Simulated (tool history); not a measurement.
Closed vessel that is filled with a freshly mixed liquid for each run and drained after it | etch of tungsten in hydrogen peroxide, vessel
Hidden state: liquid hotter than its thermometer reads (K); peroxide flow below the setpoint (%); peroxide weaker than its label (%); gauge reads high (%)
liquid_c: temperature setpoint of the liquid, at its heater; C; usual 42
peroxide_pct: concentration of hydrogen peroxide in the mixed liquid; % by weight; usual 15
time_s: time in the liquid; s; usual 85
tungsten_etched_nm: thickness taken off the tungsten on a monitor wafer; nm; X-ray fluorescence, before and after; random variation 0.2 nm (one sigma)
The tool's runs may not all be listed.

run	hour	liquid_c	peroxide_pct	time_s	wafers since the last listed run	hours since the thermometer was replaced	hours since the peroxide flow meter was replaced	hours since the drum of peroxide was connected	hours since the gauge calibration	read-back film thickness of the tungsten reference wafer, read on the same gauge (nm)	tungsten_etched_nm
1	0	35.5	15	85	0	1068.9	325.3	330.3	3.7	69.98	22.4
2	27.4	35.5	15	85	3750	1096.3	352.7	357.7	31.1	69.99	22.48
3	55.1	35.5	15	85	3791	1124	380.4	385.4	58.8	70	22.53
4	84.5	42	15	85	4024	1153.4	409.8	414.8	88.2	70.03	34.56
5	117.4	42	15	85	4503	1186.3	442.7	447.7	121.1	70.01	34.3
6	136.7	42	15	85	2641	1205.6	462	467	140.4	70	34.2
7	169.9	42	12.5	85	4544	1238.8	495.2	500.2	173.6	69.98	31.19

The next listed run, before its measurement:
8	187.8	42	15	85	2449	1256.7	513.1	518.1	191.5	?	?

read-back film thickness of the tungsten reference wafer, read on the same gauge (nm): 70.02
tungsten_etched_nm: 34.08 nm
Without the tool's hidden state the same run would have given tungsten_etched_nm 35.56 nm.
